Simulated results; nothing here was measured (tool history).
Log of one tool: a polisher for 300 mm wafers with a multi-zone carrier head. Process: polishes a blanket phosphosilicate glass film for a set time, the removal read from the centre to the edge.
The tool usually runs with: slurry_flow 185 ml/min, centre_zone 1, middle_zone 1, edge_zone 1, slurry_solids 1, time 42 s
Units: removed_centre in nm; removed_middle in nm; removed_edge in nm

run	hour	slurry_flow	centre_zone	middle_zone	edge_zone	slurry_solids	time	incoming thickness of the incoming film, nm	removed_centre	removed_middle	removed_edge
1	0	185	1.09	1	1	1	37	2247.5	307.4	277.8	276
2	57.1	185	1.09	1	1	1	37	2221.1	303.1	277.8	274.1
# hour 86.6: centre zone pressure recalibrated
# hour 101.9: worn pad replaced by a new one
3	102.4	185	1.09	1	1	1	37	2254.4	305.1	283.3	278.3
4	167.6	135	1	1	1	1	42	2242.9	296.6	298.1	299.5
5	198.5	135	1	1	1	1	42	2227.7	302.4	304.2	304.1
6	265	185	1	1	1	1	42	2219.8	317	316	316.7
# hour 270.9: worn pad replaced by a new one
7	308.9	185	1	1	1	1	42	2212.8	319.5	312.2	315.5
# hour 319.8: slurry nozzle cleaned
# hour 340.6: edge zone pressure recalibrated
# hour 372.8: centre zone pressure recalibrated
8	374.3	185	1	1	1	1	42	2250.6	316.8	316.1	316.2
# hour 418.9: worn pad replaced by a new one
9	436.1	185	1	0.92	1	1	42	2213.5	316.6	292.1	316.6
10	523.5	225	1	0.94	1	1.3	31	2248.6	258.9	240.2	254.2
11	550.3	185	1	1	1	1	42	2233.7	318.2	320.1	313.1
# hour 559.9: carrier head's membrane replaced by a new one
# hour 569.1: worn pad replaced by a new one
12	584.9	185	1	1	1.05	1	42	2229.8	314.7	322	327.2
13	656.3	220	1	1.05	1	0.9	42	2236.8	317.6	328.5	310.2
# hour 662.8: centre zone pressure recalibrated
14	703.2	185	1	1	1	1.25	42	2227.7	342.2	336.2	330.2
# hour 707.8: worn pad replaced by a new one
# hour 729.9: slurry nozzle cleaned
15	737.2	185	1.06	1	1	1	42	2234.2	338.5	315.1	307.5

Run-by-run hidden state of the tool:
removal rate lost through wear of the pad, %: 0 in every run
slurry flow missing at the pad, %: 0 in every run
deviation of the centre zone's pressure from its setpoint, %: 0 in every run
deviation of the edge zone's pressure from its setpoint, %: 0 in every run
